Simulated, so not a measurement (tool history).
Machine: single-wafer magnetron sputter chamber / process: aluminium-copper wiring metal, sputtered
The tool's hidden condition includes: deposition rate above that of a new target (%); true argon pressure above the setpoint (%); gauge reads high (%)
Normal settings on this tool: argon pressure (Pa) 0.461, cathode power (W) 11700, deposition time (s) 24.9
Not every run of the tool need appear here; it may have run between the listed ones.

run	hour	argon pressure (Pa)	cathode power (W)	deposition time (s)	wafers since the last listed run	wafers on the sputter target	hours since the last manometer calibration	hours since the magnet pack was replaced	hours since the gauge calibration	read-back reference wafer on the same gauge, thickness_nm	mean film thickness on the monitor wafer (nm)
1	0	0.461	11700	24.9	0	1087	1683.3	6614.1	26.5	514.892	516.826
2	6.9	0.461	11700	24.9	153	1241	1690.2	6621	33.4	514.717	518.526
3	17.4	0.461	11700	24.9	233	1475	1700.7	6631.5	43.9	515.126	515.171
4	27.4	0.461	11700	24.9	222	1698	1710.7	6641.5	53.9	515.031	516
5	34.6	0.461	11700	24.9	160	1858	1717.9	6648.7	61.1	515.299	513.852
6	46.2	0.461	11700	24.9	258	2116	1729.5	6660.3	72.7	514.913	513.52
7	57	0.461	11700	24.9	240	2357	1740.3	6671.1	83.5	514.923	512.01
8	68.7	0.461	12700	24.9	260	2618	1752	6682.8	95.2	515.229	551.586
9	79.3	0.461	12700	24.9	236	2854	1762.6	6693.4	105.8	515.017	555.175
10	86.8	0.461	9900	24.9	167	3021	1770.1	6700.9	113.3	514.676	431.813
11	101.3	0.461	11700	24.9	322	3344	1784.6	6715.4	127.8	514.982	507.705
12	116.9	0.461	11700	24.9	347	3691	1800.2	6731	143.4	514.892	504.917
# hour 124.9: sputter target and shields replaced
13	125.4	0.461	12450	24.9	11	10	1808.7	6739.5	151.9	514.773	556.435
# hour 136.9: magnet pack replaced
14	141.1	0.461	12450	24.9	171	182	1824.4	4.2	167.6	514.847	554.971
15	147.2	0.461	12450	24.9	135	317	1830.5	10.3	173.7	514.856	553.259
16	159.5	0.461	11700	24.9	273	591	1842.8	22.6	186	514.715	518.445
17	188.2	0.543	8800	29.3	639	1231	1871.5	51.3	214.7	515.187	445.076
18	204.3	0.461	12700	27.7	358	1589	1887.6	67.4	230.8	514.734	619.687
19	210.7	0.461	11700	24.9	142	1732	1894	73.8	237.2	515.312	514.695
20	217.5	0.278	13200	20.2	151	1883	1900.8	80.6	244	514.696	493.149
21	230.9	0.461	11700	28.6	298	2182	1914.2	94	257.4	515.457	586.959
22	242.6	0.545	14400	24.9	260	2442	1925.9	105.7	269.1	514.954	613.235
# hour 255.5: gauge calibrated
23	258.3	0.41	13150	24.9	349	2792	1941.6	121.4	2.8	515.373	575.366
24	268.5	0.461	11700	24.9	227	3019	1951.8	131.6	13	515.124	509.833
25	277.5	0.302	14050	24.9	200	3220	1960.8	140.6	22	514.665	631.789
# hour 295.1: sputter target and shields replaced
26	295.6	0.58	11700	20.7	224	10	1978.9	158.7	40.1	514.957	421.81
# hour 328: capacitance manometer re-zeroed and calibrated
27	328.5	0.461	14250	27	554	564	0.5	191.6	73	515.267	687.403

The next listed run, before its measurement:
28	339.9	0.6	11700	29.3	253	818	11.9	203	84.4	?	?

read-back reference wafer on the same gauge, thickness_nm: 515.419
mean film thickness on the monitor wafer (nm): 589
Without the tool's hidden state the same run would have given mean film thickness on the monitor wafer (nm) 596.705.
